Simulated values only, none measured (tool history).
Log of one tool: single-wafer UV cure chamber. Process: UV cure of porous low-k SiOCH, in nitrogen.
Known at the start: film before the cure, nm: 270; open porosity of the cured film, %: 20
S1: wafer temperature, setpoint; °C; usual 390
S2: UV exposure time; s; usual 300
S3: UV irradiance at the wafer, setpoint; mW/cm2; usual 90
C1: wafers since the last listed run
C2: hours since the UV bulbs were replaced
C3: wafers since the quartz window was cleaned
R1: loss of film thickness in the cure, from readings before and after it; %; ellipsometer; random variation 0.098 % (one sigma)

run   hour   S1   S2   S3  C1      C2    C3      R1
  1      0  390  300  114   0  1438.5  3446  13.403
  2   17.5  390  300   90  75    1456  3522  12.144
  3   33.8  390  300   90  70  1472.3  3592  12.082
  4   43.7  390  225   90  42  1482.2  3635  10.872
  5     55  390  300  120  48  1493.5  3684  13.618
  6     65  390  300  120  43  1503.5  3727  13.561
  7   81.5  390  300  120  71    1520  3798  13.613
  8   95.3  385  300   90  59  1533.8  3858  12.085
  9  102.2  382  380   90  29  1540.7  3887  13.122
     120.4  -- quartz window cleaned
 10  120.9  406  435   67  46  1559.4     2  12.953
 11  127.7  371  375   56  29  1566.2    31  10.698
 12  133.8  378  455   78  26  1572.3    58  13.442
 13  146.1  390  300   90  53  1584.6   111  12.355
     154.6  -- UV bulbs replaced
 14    158  405  220   61  16     3.4   128   9.529
 15  170.1  390  210  119  52    15.5   180  11.866
 16  182.2  385  130  107  52    27.6   232   9.206
 17  198.9  390  300   90  72    44.3   304  12.112
 18    210  406  150   90  47    55.4   352   9.357

What the log doesn't show, run by run:
lamp output below its setpoint, %: 0 in every run
transmission lost against a clean window, %: 0 in every run

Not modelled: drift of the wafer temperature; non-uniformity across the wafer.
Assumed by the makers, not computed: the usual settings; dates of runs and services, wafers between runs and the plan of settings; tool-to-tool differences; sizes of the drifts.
